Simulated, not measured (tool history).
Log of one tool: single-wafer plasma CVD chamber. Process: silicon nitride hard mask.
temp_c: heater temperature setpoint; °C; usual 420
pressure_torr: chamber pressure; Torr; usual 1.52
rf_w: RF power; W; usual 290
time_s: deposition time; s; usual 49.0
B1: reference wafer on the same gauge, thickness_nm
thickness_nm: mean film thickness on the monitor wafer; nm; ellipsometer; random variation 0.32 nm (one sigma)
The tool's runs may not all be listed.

{"run": 1, "hour": 0.0, "temp_c": 420, "pressure_torr": 1.52, "rf_w": 290, "time_s": 49.0, "B1": 55.476, "thickness_nm": 53.063}
{"run": 2, "hour": 61.8, "temp_c": 420, "pressure_torr": 1.52, "rf_w": 290, "time_s": 49.0, "B1": 55.488, "thickness_nm": 53.401}
{"run": 3, "hour": 152.2, "temp_c": 420, "pressure_torr": 1.52, "rf_w": 290, "time_s": 49.0, "B1": 55.387, "thickness_nm": 54.094}
{"run": 4, "hour": 195.7, "temp_c": 420, "pressure_torr": 1.52, "rf_w": 290, "time_s": 49.0, "B1": 55.483, "thickness_nm": 53.035}
{"run": 5, "hour": 239.4, "temp_c": 420, "pressure_torr": 1.52, "rf_w": 290, "time_s": 49.0, "B1": 55.538, "thickness_nm": 52.998}
{"run": 6, "hour": 285.4, "temp_c": 420, "pressure_torr": 1.52, "rf_w": 290, "time_s": 49.0, "B1": 55.348, "thickness_nm": 52.851}
{"run": 7, "hour": 348.7, "temp_c": 420, "pressure_torr": 1.52, "rf_w": 290, "time_s": 49.0, "B1": 55.316, "thickness_nm": 53.56}
{"run": 8, "hour": 414.7, "temp_c": 420, "pressure_torr": 1.52, "rf_w": 290, "time_s": 49.0, "B1": 55.384, "thickness_nm": 53.632}
{"run": 9, "hour": 457.4, "temp_c": 420, "pressure_torr": 1.52, "rf_w": 290, "time_s": 49.0, "B1": 55.375, "thickness_nm": 53.07}
{"hour": 508.7, "done": "gauge calibrated"}
{"run": 10, "hour": 528.5, "temp_c": 420, "pressure_torr": 1.52, "rf_w": 250, "time_s": 46.7, "B1": 55.425, "thickness_nm": 45.801}
{"run": 11, "hour": 625.8, "temp_c": 416, "pressure_torr": 1.52, "rf_w": 310, "time_s": 49.0, "B1": 55.387, "thickness_nm": 55.94}
{"hour": 735.9, "done": "showerhead replaced"}
{"run": 12, "hour": 749.7, "temp_c": 429, "pressure_torr": 1.52, "rf_w": 290, "time_s": 55.4, "B1": 55.385, "thickness_nm": 59.727}
{"run": 13, "hour": 818.0, "temp_c": 431, "pressure_torr": 1.73, "rf_w": 290, "time_s": 49.0, "B1": 55.321, "thickness_nm": 54.175}
{"run": 14, "hour": 911.5, "temp_c": 420, "pressure_torr": 1.52, "rf_w": 250, "time_s": 49.0, "B1": 55.383, "thickness_nm": 48.061}
{"hour": 958.5, "done": "capacitance manometer re-zeroed and calibrated"}
{"run": 15, "hour": 996.4, "temp_c": 420, "pressure_torr": 1.52, "rf_w": 290, "time_s": 49.0, "B1": 55.433, "thickness_nm": 52.941}
{"run": 16, "hour": 1063.4, "temp_c": 411, "pressure_torr": 1.2, "rf_w": 345, "time_s": 57.7, "B1": 55.386, "thickness_nm": 67.275}
{"run": 17, "hour": 1164.5, "temp_c": 420, "pressure_torr": 1.52, "rf_w": 290, "time_s": 49.0, "B1": 55.402, "thickness_nm": 52.936}
{"hour": 1276.5, "done": "thermocouple changed; heater temperature recalibrated"}
{"run": 18, "hour": 1277.0, "temp_c": 420, "pressure_torr": 1.52, "rf_w": 230, "time_s": 46.2, "B1": 55.406, "thickness_nm": 42.607}
{"run": 19, "hour": 1310.8, "temp_c": 406, "pressure_torr": 1.52, "rf_w": 290, "time_s": 45.6, "B1": 55.359, "thickness_nm": 50.307}
{"run": 20, "hour": 1384.1, "temp_c": 428, "pressure_torr": 1.32, "rf_w": 250, "time_s": 49.0, "B1": 55.354, "thickness_nm": 46.34}
{"hour": 1485.3, "done": "RF generator calibrated"}
{"run": 21, "hour": 1485.8, "temp_c": 420, "pressure_torr": 1.52, "rf_w": 290, "time_s": 49.0, "B1": 55.317, "thickness_nm": 53.71}
{"run": 22, "hour": 1537.9, "temp_c": 420, "pressure_torr": 1.52, "rf_w": 310, "time_s": 49.0, "B1": 55.494, "thickness_nm": 56.023}
{"run": 23, "hour": 1613.1, "temp_c": 432, "pressure_torr": 1.52, "rf_w": 290, "time_s": 49.0, "B1": 55.497, "thickness_nm": 53.049}
{"run": 24, "hour": 1711.5, "temp_c": 420, "pressure_torr": 1.52, "rf_w": 290, "time_s": 49.0, "B1": 55.479, "thickness_nm": 53.11}
{"run": 25, "hour": 1849.8, "temp_c": 424, "pressure_torr": 1.52, "rf_w": 320, "time_s": 49.0, "B1": 55.499, "thickness_nm": 57.23}
{"run": 26, "hour": 1927.9, "temp_c": 420, "pressure_torr": 1.52, "rf_w": 270, "time_s": 49.0, "B1": 55.463, "thickness_nm": 50.538}
{"run": 27, "hour": 1978.7, "temp_c": 420, "pressure_torr": 1.52, "rf_w": 250, "time_s": 49.0, "B1": 55.292, "thickness_nm": 48.143}
{"run": 28, "hour": 2028.2, "temp_c": 420, "pressure_torr": 1.52, "rf_w": 290, "time_s": 49.0, "B1": 55.269, "thickness_nm": 53.358}

The tool's hidden state at each run:
wafer temperature above the value expected at the setpoint (K): 0 in every run
delivered RF power above the setpoint (%): 0 in every run
true pressure above the setpoint (%): 0 in every run
gauge reads high (%): 0 in every run
